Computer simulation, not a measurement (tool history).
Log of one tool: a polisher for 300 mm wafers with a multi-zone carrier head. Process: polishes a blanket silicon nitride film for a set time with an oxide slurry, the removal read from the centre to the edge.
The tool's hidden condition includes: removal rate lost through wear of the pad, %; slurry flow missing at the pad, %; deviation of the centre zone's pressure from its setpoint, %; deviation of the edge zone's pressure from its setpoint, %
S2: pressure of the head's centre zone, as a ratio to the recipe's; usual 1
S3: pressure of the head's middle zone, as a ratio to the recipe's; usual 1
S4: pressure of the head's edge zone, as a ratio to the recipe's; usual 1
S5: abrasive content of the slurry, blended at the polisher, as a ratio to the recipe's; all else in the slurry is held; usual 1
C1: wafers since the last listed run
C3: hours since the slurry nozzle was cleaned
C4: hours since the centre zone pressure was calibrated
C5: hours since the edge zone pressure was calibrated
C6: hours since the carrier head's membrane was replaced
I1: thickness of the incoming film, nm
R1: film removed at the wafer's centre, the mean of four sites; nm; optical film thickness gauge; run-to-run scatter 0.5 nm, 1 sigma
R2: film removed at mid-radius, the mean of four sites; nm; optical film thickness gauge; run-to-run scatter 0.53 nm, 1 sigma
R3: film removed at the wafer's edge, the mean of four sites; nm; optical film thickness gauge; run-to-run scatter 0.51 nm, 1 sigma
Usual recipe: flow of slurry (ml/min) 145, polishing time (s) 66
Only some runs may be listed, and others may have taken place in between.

Run 1, day 0: usual settings; C1 0; wafers polished on this pad 409; C3 105.5; C4 1095.2; C5 682.6; C6 1174.4; I1 448.4. Result: R1 39.7 nm, R2 38.9 nm, R3 38.4 nm.
Run 2, day 1.042: usual settings; C1 292; wafers polished on this pad 701; C3 130.5; C4 1120.2; C5 707.6; C6 1199.4; I1 458.1. Result: R1 39.2 nm, R2 38.4 nm, R3 38 nm.
Run 3, day 2.25: usual settings; C1 338; wafers polished on this pad 1040; C3 159.5; C4 1149.2; C5 736.6; C6 1228.4; I1 444.8. Result: R1 38.6 nm, R2 38 nm, R3 37.8 nm.
Run 4, day 3.417: usual settings; C1 327; wafers polished on this pad 1367; C3 187.5; C4 1177.2; C5 764.6; C6 1256.4; I1 446.4. Result: R1 37.4 nm, R2 38.1 nm, R3 37.4 nm.
At day 4.383: worn pad replaced by a new one.
Run 5, day 5.479: usual settings; C1 531; wafers polished on this pad 307; C3 237; C4 1226.7; C5 814.1; C6 1305.9; I1 454.7. Result: R1 39.8 nm, R2 39.1 nm, R3 38.4 nm.
Run 6, day 6.6: usual settings; C1 314; wafers polished on this pad 621; C3 263.9; C4 1253.6; C5 841; C6 1332.8; I1 452.2. Result: R1 39 nm, R2 38.5 nm, R3 38.2 nm.
At day 10.379: worn pad replaced by a new one.
Run 7, day 12.562: usual settings; C1 1624; wafers polished on this pad 611; C3 407; C4 1396.7; C5 984.1; C6 1475.9; I1 447.5. Result: R1 39.7 nm, R2 39.1 nm, R3 38 nm.
At day 12.788: centre zone pressure recalibrated.
Run 8, day 14.471: usual settings but S2 0.95; C1 511; wafers polished on this pad 1123; C3 452.8; C4 40.4; C5 1029.9; C6 1521.7; I1 442.3. Result: R1 36.9 nm, R2 37.2 nm, R3 36.5 nm.
At day 16.825: worn pad replaced by a new one.
At day 17.154: edge zone pressure recalibrated.
Run 9, day 17.45: usual settings but S4 0.91, polishing time (s) 84; C1 765; wafers polished on this pad 152; C3 524.3; C4 111.9; C5 7.1; C6 1593.2; I1 441.6. Result: R1 50.9 nm, R2 49.7 nm, R3 47.8 nm.
Run 10, day 19.35: usual settings but polishing time (s) 88; C1 532; wafers polished on this pad 684; C3 569.9; C4 157.5; C5 52.7; C6 1638.8; I1 445.2. Result: R1 52 nm, R2 50.2 nm, R3 51.2 nm.
At day 20.088: slurry nozzle cleaned.
Run 11, day 20.475: usual settings; C1 303; wafers polished on this pad 988; C3 9.3; C4 184.5; C5 79.7; C6 1665.8; I1 449.6. Result: R1 38.9 nm, R2 38 nm, R3 38.2 nm.
Run 12, day 22.479: usual settings; C1 561; wafers polished on this pad 1550; C3 57.4; C4 232.6; C5 127.8; C6 1713.9; I1 458.6. Result: R1 37.9 nm, R2 36.9 nm, R3 36.5 nm.
At day 23.504: carrier head's membrane replaced by a new one.
At day 24.158: worn pad replaced by a new one.
Run 13, day 24.9: usual settings but S3 0.96, S4 1.09, S5 1.2; C1 573; wafers polished on this pad 208; C3 115.5; C4 290.7; C5 185.9; C6 33.5; I1 450.8. Result: R1 41.8 nm, R2 39.9 nm, R3 43.5 nm.
Run 14, day 27.133: usual settings but S5 1.2; C1 626; wafers polished on this pad 834; C3 169.1; C4 344.3; C5 239.5; C6 87.1; I1 444.9. Result: R1 40.6 nm, R2 40.6 nm, R3 40.2 nm.
Run 15, day 28.325: usual settings but flow of slurry (ml/min) 115, S2 0.96, S4 1.08; C1 334; wafers polished on this pad 1168; C3 197.7; C4 372.9; C5 268.1; C6 115.7; I1 451.6. Result: R1 34.1 nm, R2 36 nm, R3 36 nm.
At day 29.904: worn pad replaced by a new one.
Run 16, day 30.196: usual settings but flow of slurry (ml/min) 175; C1 477; wafers polished on this pad 82; C3 242.6; C4 417.8; C5 313; C6 160.6; I1 443.6. Result: R1 41.3 nm, R2 40.8 nm, R3 40.8 nm.
Run 17, day 32.279: usual settings; C1 584; wafers polished on this pad 666; C3 292.6; C4 467.8; C5 363; C6 210.6; I1 448.2. Result: R1 39.5 nm, R2 38.5 nm, R3 38.3 nm.

Each row is a separate what-if for the run after 17, all from the same tool condition, not one after another. Results?
Run A, day 32.296: usual settings; C1 4; wafers polished on this pad 670; C3 293; C4 468.2; C5 363.4; C6 211; I1 445.4. Result: R1 ?, R2 ?, R3 ?.
Run B, day 32.296: usual settings but S2 1.06; C1 4; wafers polished on this pad 670; C3 293; C4 468.2; C5 363.4; C6 211; I1 445.4. Result: R1 ?, R2 ?, R3 ?.
Run C, day 32.296: usual settings but flow of slurry (ml/min) 110, S2 0.91, S4 0.89, S5 0.7; C1 4; wafers polished on this pad 670; C3 293; C4 468.2; C5 363.4; C6 211; I1 445.4. Result: R1 ?, R2 ?, R3 ?.
Run D, day 32.296: usual settings but S2 0.92, S3 1.07; C1 4; wafers polished on this pad 670; C3 293; C4 468.2; C5 363.4; C6 211; I1 445.4. Result: R1 ?, R2 ?, R3 ?.

run    R1    R2    R3
  A  39.3  38.4  38.6
  B  41.6  38.4  38.6
  C  29.1  31.6  30.9
  D  36.1  40.7  38.5
With the hidden condition removed and each run's random variation left untouched, the same runs would have given:
run    R1    R2    R3
  A  40.7  39.8  39.9
  B  43.1  39.7  39.9
  C  30.1  32.7    32
  D  37.4  42.1  39.9

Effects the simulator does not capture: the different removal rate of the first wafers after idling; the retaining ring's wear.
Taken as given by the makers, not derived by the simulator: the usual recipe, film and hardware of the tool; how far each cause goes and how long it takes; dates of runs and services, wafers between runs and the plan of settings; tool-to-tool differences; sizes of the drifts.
